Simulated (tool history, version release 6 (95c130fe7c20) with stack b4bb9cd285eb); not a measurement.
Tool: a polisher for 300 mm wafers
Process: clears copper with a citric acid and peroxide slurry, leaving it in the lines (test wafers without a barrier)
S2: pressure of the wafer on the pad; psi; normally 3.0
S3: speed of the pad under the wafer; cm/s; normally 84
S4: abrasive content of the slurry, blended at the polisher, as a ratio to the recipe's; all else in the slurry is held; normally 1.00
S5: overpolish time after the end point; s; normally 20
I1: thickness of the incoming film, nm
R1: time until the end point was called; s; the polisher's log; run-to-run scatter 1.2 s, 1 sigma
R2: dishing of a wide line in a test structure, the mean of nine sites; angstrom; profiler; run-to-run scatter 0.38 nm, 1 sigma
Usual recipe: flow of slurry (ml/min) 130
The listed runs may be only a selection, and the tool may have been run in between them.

Run 1, day 0.000: usual settings but S2 2.3 psi; I1 156.2. Result: R1 95.2 s, R2 182 angstrom.
Run 2, day 1.804: usual settings but S2 2.3 psi; I1 157.0. Result: R1 96.0 s, R2 187 angstrom.
At day 2.554: worn pad replaced by a new one.
At day 2.583: slurry blender recalibrated.
Run 3, day 3.746: usual settings but S2 2.3 psi; I1 155.2. Result: R1 83.7 s, R2 194 angstrom.
Run 4, day 4.979: usual settings; I1 154.7. Result: R1 66.5 s, R2 236 angstrom.
At day 9.775: worn pad replaced by a new one.
At day 10.538: head pressure recalibrated.
At day 11.962: slurry nozzle cleaned.
Run 5, day 12.012: usual settings; I1 154.4. Result: R1 68.9 s, R2 225 angstrom.
At day 13.338: slurry blender recalibrated.
Run 6, day 13.479: usual settings but S4 0.95, S5 14 s; I1 158.6. Result: R1 66.0 s, R2 187 angstrom.
Run 7, day 16.458: usual settings but S4 0.95, S5 14 s; I1 155.0. Result: R1 70.1 s, R2 177 angstrom.
At day 16.938: worn pad replaced by a new one.
Run 8, day 17.642: usual settings; I1 155.4. Result: R1 69.6 s, R2 234 angstrom.
Run 9, day 19.125: usual settings; I1 154.5. Result: R1 67.5 s, R2 229 angstrom.
Run 10, day 20.792: usual settings but S2 3.5 psi; I1 155.5. Result: R1 59.9 s, R2 253 angstrom.
Run 11, day 21.942: usual settings but S5 25 s; I1 153.6. Result: R1 68.9 s, R2 260 angstrom.
At day 22.888: worn pad replaced by a new one.
Run 12, day 23.175: usual settings but flow of slurry (ml/min) 145, S4 1.20, S5 15 s; I1 153.6. Result: R1 67.3 s, R2 192 angstrom.
At day 24.112: slurry blender recalibrated.
Run 13, day 26.092: usual settings but S2 3.8 psi, S3 96 cm/s; I1 155.1. Result: R1 46.4 s, R2 307 angstrom.
At day 27.604: slurry nozzle cleaned.
Run 14, day 28.096: usual settings but S3 100 cm/s, S4 1.20; I1 154.2. Result: R1 53.9 s, R2 260 angstrom.
Run 15, day 29.446: usual settings but flow of slurry (ml/min) 95, S3 70 cm/s; I1 153.5. Result: R1 87.9 s, R2 198 angstrom.
At day 30.333: worn pad replaced by a new one.
Run 16, day 30.817: usual settings but flow of slurry (ml/min) 160, S3 72 cm/s; I1 155.3. Result: R1 76.3 s, R2 208 angstrom.
Run 17, day 32.671: usual settings but flow of slurry (ml/min) 95, S3 70 cm/s; I1 154.3. Result: R1 89.0 s, R2 193 angstrom.

4 ways to go on from here, each from the tool as it stands after run 17. What would each give?
Run A, day 32.688: usual settings; I1 155.9. Result: R1 ?, R2 ?.
Run B, day 32.688: usual settings but S4 1.20; I1 155.9. Result: R1 ?, R2 ?.
Run C, day 32.688: usual settings but S3 66 cm/s, S5 31 s; I1 155.9. Result: R1 ?, R2 ?.
Run D, day 32.688: usual settings but flow of slurry (ml/min) 145, S4 1.25, S5 24 s; I1 155.9. Result: R1 ?, R2 ?.

run    R1   R2
  A  70.8  230
  B  68.1  236
  C  89.4  262
  D  66.3  269
Had the tool no hidden state, the same runs would have come out as:
run    R1   R2
  A  65.6  241
  B  63.0  248
  C  82.9  275
  D  61.3  281

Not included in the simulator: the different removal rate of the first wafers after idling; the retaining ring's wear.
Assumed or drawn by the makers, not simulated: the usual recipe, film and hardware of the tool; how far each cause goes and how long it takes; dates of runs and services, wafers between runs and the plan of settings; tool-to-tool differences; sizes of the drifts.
